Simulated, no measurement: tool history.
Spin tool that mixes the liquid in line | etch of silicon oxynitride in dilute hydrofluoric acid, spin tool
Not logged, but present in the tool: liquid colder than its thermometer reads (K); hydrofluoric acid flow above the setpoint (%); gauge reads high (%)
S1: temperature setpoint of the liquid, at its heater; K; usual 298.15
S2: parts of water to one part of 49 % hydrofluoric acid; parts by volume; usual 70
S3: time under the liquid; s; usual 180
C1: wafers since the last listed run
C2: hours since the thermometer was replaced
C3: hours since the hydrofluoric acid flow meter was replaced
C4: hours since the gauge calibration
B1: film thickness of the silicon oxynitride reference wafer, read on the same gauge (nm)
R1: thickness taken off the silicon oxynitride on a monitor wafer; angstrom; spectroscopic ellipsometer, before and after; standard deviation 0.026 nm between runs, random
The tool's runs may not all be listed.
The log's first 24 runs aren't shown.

run	hour	S1	S2	S3	C1	C2	C3	C4	B1	R1
25	1487.2	300.65	60	90	197	234.1	254.1	666.9	60.09	34.9
26	1669.8	298.15	90	180	790	416.7	436.7	849.5	60.16	39.8
27	1881.6	300.65	70	180	917	628.5	648.5	1061.3	60.35	59
28	1983.5	298.15	70	180	441	730.4	750.4	1163.2	60.46	52.2
29	2034	296.15	70	95	218	780.9	800.9	1213.7	60.49	25.2
30	2064.7	302.65	95	100	132	811.6	831.6	1244.4	60.5	25.7
31	2097.1	298.15	50	235	140	844	864	1276.8	60.54	97.9
32	2129.1	298.15	70	180	138	876	896	1308.8	60.59	52

Here are 5 independent what-if runs from the current tool condition. What would each one return?
A	2129.6	298.15	70	115	2	876.5	896.5	1309.3	?	?
B	2129.6	294.15	40	225	2	876.5	896.5	1309.3	?	?
C	2129.6	293.65	45	145	2	876.5	896.5	1309.3	?	?
D	2129.6	295.65	45	85	2	876.5	896.5	1309.3	?	?
E	2129.6	293.65	85	285	2	876.5	896.5	1309.3	?	?

run	B1	R1
A	60.57	33.7
B	60.57	97.1
C	60.57	54.1
D	60.57	35
E	60.57	54.6
Had the tool no hidden state, the same runs would have come out as:
run	R1
A	33.4
B	96.2
C	53.6
D	34.7
E	54.1
